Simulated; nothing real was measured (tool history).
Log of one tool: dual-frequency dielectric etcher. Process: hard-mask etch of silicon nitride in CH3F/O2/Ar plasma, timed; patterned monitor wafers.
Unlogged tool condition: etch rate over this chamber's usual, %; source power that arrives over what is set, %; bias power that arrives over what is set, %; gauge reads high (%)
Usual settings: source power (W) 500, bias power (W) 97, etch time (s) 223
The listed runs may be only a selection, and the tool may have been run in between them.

| run | hour | source power (W) | bias power (W) | etch time (s) | wafers since the last listed run | hours since the last wet clean | hours since the last source power generator calibration | hours since the last bias power generator calibration | hours since the last upper electrode change | hours since the gauge calibration | read-back reference wafer on the same gauge, depth_nm | mean etch depth across the wafer (nm) |
|---|---|---|---|---|---|---|---|---|---|---|---|---|
| 1 | 0 | 500 | 97 | 223 | 0 | 271.5 | 4296.1 | 2704.7 | 4784.3 | 22.8 | 154.9 | 189 |
| 2 | 13.4 | 500 | 97 | 223 | 58 | 284.9 | 4309.5 | 2718.1 | 4797.7 | 36.2 | 155 | 188.6 |
| 3 | 24.4 | 500 | 80 | 223 | 47 | 295.9 | 4320.5 | 2729.1 | 4808.7 | 47.2 | 155 | 179.4 |
| 4 | 39.5 | 470 | 97 | 203 | 65 | 311 | 4335.6 | 2744.2 | 4823.8 | 62.3 | 155 | 169.3 |
| 5 | 48.9 | 540 | 97 | 223 | 40 | 320.4 | 4345 | 2753.6 | 4833.2 | 71.7 | 155 | 191.5 |
| 6 | 64 | 540 | 97 | 223 | 65 | 335.5 | 4360.1 | 2768.7 | 4848.3 | 86.8 | 155 | 191 |
| 7 | 81.9 | 500 | 97 | 223 | 77 | 353.4 | 4378 | 2786.6 | 4866.2 | 104.7 | 155 | 187.7 |
|  | 114.4 | bias power generator calibrated |
|  | 121.7 | wet clean of the chamber |
|  | 125.8 | source power generator calibrated |
| 8 | 126.3 | 500 | 97 | 223 | 126 | 4.6 | 0.5 | 11.9 | 4910.6 | 149.1 | 155 | 189.3 |
| 9 | 138 | 500 | 97 | 223 | 50 | 16.3 | 12.2 | 23.6 | 4922.3 | 160.8 | 155 | 190.1 |
|  | 164.1 | upper electrode replaced |
| 10 | 164.6 | 500 | 97 | 223 | 11 | 42.9 | 38.8 | 50.2 | 0.5 | 187.4 | 155 | 189.5 |
| 11 | 165 | 500 | 97 | 223 | 1 | 43.3 | 39.2 | 50.6 | 0.9 | 187.8 | 155 | 189.7 |
| 12 | 169.2 | 500 | 97 | 223 | 18 | 47.5 | 43.4 | 54.8 | 5.1 | 192 | 155 | 189.3 |
|  | 181.1 | gauge calibrated |
| 13 | 183.8 | 540 | 97 | 223 | 63 | 62.1 | 58 | 69.4 | 19.7 | 2.7 | 155 | 192.5 |
| 14 | 190 | 500 | 117 | 181 | 26 | 68.3 | 64.2 | 75.6 | 25.9 | 8.9 | 155 | 162.1 |
| 15 | 201.6 | 500 | 97 | 223 | 50 | 79.9 | 75.8 | 87.2 | 37.5 | 20.5 | 155 | 189.6 |
| 16 | 215.7 | 500 | 97 | 223 | 61 | 94 | 89.9 | 101.3 | 51.6 | 34.6 | 155 | 188.9 |
| 17 | 229 | 610 | 121 | 186.5 | 57 | 107.3 | 103.2 | 114.6 | 64.9 | 47.9 | 155 | 175 |
| 18 | 240.1 | 540 | 97 | 223 | 48 | 118.4 | 114.3 | 125.7 | 76 | 59 | 155 | 191.7 |
| 19 | 253.5 | 600 | 116 | 223 | 58 | 131.8 | 127.7 | 139.1 | 89.4 | 72.4 | 155 | 205.8 |
| 20 | 266.4 | 500 | 97 | 223 | 56 | 144.7 | 140.6 | 152 | 102.3 | 85.3 | 155 | 188.5 |
| 21 | 273.5 | 550 | 87 | 223 | 30 | 151.8 | 147.7 | 159.1 | 109.4 | 92.4 | 155 | 187.5 |
| 22 | 289.5 | 380 | 97 | 223 | 69 | 167.8 | 163.7 | 175.1 | 125.4 | 108.4 | 155 | 179.3 |
| 23 | 303.6 | 390 | 111 | 223 | 61 | 181.9 | 177.8 | 189.2 | 139.5 | 122.5 | 155 | 187.2 |
| 24 | 320.7 | 580 | 97 | 223 | 74 | 199 | 194.9 | 206.3 | 156.6 | 139.6 | 155 | 194.1 |
| 25 | 335.7 | 500 | 75 | 223 | 65 | 214 | 209.9 | 221.3 | 171.6 | 154.6 | 155.1 | 176.2 |

Alternative continuations, all from the tool just after run 25; predict every row:
| A | 336.2 | 420 | 97 | 223 | 2 | 214.5 | 210.4 | 221.8 | 172.1 | 155.1 | ? | ? |
| B | 336.2 | 430 | 97 | 223 | 2 | 214.5 | 210.4 | 221.8 | 172.1 | 155.1 | ? | ? |
| C | 336.2 | 500 | 85 | 223 | 2 | 214.5 | 210.4 | 221.8 | 172.1 | 155.1 | ? | ? |

| run | read-back reference wafer on the same gauge, depth_nm | mean etch depth across the wafer (nm) |
|---|---|---|
| A | 155 | 182.5 |
| B | 155 | 183.3 |
| C | 155 | 182.1 |
With no hidden state in the tool, these same runs would have given:
| run | mean etch depth across the wafer (nm) |
|---|---|
| A | 184.3 |
| B | 185.1 |
| C | 183.9 |
